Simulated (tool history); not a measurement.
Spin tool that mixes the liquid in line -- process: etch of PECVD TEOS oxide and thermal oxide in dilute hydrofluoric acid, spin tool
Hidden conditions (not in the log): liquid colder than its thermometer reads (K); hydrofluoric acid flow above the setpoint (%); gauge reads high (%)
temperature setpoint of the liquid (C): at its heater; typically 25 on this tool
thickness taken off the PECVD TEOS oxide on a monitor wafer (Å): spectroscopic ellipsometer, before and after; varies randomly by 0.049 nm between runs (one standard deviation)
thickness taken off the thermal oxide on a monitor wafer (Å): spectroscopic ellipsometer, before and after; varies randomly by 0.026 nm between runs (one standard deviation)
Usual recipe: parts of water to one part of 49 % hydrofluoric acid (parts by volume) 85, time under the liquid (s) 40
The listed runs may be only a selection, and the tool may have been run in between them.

run	hour	temperature setpoint of the liquid (C)	parts of water to one part of 49 % hydrofluoric acid (parts by volume)	time under the liquid (s)	wafers since the last listed run	hours since the thermometer was replaced	hours since the hydrofluoric acid flow meter was replaced	hours since the gauge calibration	read-back film thickness of the PECVD TEOS oxide reference wafer, read on the same gauge (nm)	read-back film thickness of the thermal oxide reference wafer, read on the same gauge (nm)	thickness taken off the PECVD TEOS oxide on a monitor wafer (Å)	thickness taken off the thermal oxide on a monitor wafer (Å)
1	0	25	85	40	0	1855.9	504.1	450.7	30	40.02	107.6	20.9
2	104.7	28	110	40	2170	1960.6	608.8	555.4	29.98	40.015	89.5	17.37
3	195	28	110	40	1872	2050.9	699.1	645.7	29.98	39.971	89.6	17.17
4	284.4	28	110	40	1853	2140.3	788.5	735.1	30.01	39.939	90.5	17.2
5	381.3	25	85	40	2009	2237.2	885.4	832	29.97	40.018	105.7	20.34
6	464.8	25	85	40	1731	2320.7	968.9	915.5	30.01	39.98	106.2	20.65
7	551.3	25	85	40	1793	2407.2	1055.4	1002	30	39.998	105.7	20.18
# hour 595.4: hydrofluoric acid flow meter replaced
8	646.1	25	60	40	1944	2502	50.7	1096.8	30	40.03	155	29.42
# hour 736.7: thermometer replaced
9	822.6	25	60	40	3638	85.9	227.2	1273.3	30	40.016	164.3	32.13
10	914	25	85	40	1894	177.3	318.6	1364.7	30.01	40.026	113.3	21.72
11	988.5	28.5	85	40	1544	251.8	393.1	1439.2	30	40.024	128.4	25.2
12	1056.9	25	85	35	1418	320.2	461.5	1507.6	30	39.976	98.2	18.59
# hour 1146.5: gauge calibrated
13	1157.3	25	85	40	2081	420.6	561.9	10.8	30	40.003	112.1	21.37
14	1255.2	21	65	40	2029	518.5	659.8	108.7	30.01	39.975	126.1	24.36
15	1308.9	25	85	40	1113	572.2	713.5	162.4	29.98	40.044	111.9	21.02
16	1373.2	26.5	120	60	1333	636.5	777.8	226.7	30	40.027	120	23.26
17	1428.7	22.5	120	50	1150	692	833.3	282.2	30	39.96	84.6	16.5
# hour 1461.8: hydrofluoric acid flow meter replaced
18	1482.9	23	65	50	1102	746.2	21.1	336.4	29.99	40.045	170.4	32.55
19	1538.7	25	105	40	1156	802	76.9	392.2	29.99	40.017	87.6	17.27
20	1576.6	25	85	40	785	839.9	114.8	430.1	30	39.995	110.6	21.24
21	1649	21.5	50	20	1501	912.3	187.2	502.5	29.97	40.005	85	15.95
22	1711.3	21.5	85	60	1291	974.6	249.5	564.8	29.99	40.027	142.2	27.44

Predict each of these 5 candidate next runs independently; none follows another, all start after run 22:
A	1711.7	25	85	40	8	975	249.9	565.2	?	?	?	?
B	1711.7	23.5	95	25	8	975	249.9	565.2	?	?	?	?
C	1711.7	25	85	15	8	975	249.9	565.2	?	?	?	?
D	1711.7	25	85	55	8	975	249.9	565.2	?	?	?	?
E	1711.7	25	85	50	8	975	249.9	565.2	?	?	?	?

run	read-back film thickness of the PECVD TEOS oxide reference wafer, read on the same gauge (nm)	read-back film thickness of the thermal oxide reference wafer, read on the same gauge (nm)	thickness taken off the PECVD TEOS oxide on a monitor wafer (Å)	thickness taken off the thermal oxide on a monitor wafer (Å)
A	29.99	39.975	109.9	21.1
B	29.99	39.975	57.2	10.98
C	29.99	39.975	41.2	7.91
D	29.99	39.975	151.2	29.02
E	29.99	39.975	137.4	26.38
The same runs, with their run-to-run variation unchanged, on a tool lacking any hidden condition would have given:
run	thickness taken off the PECVD TEOS oxide on a monitor wafer (Å)	thickness taken off the thermal oxide on a monitor wafer (Å)
A	113.9	21.87
B	59.3	11.38
C	42.7	8.2
D	156.6	30.07
E	142.4	27.33
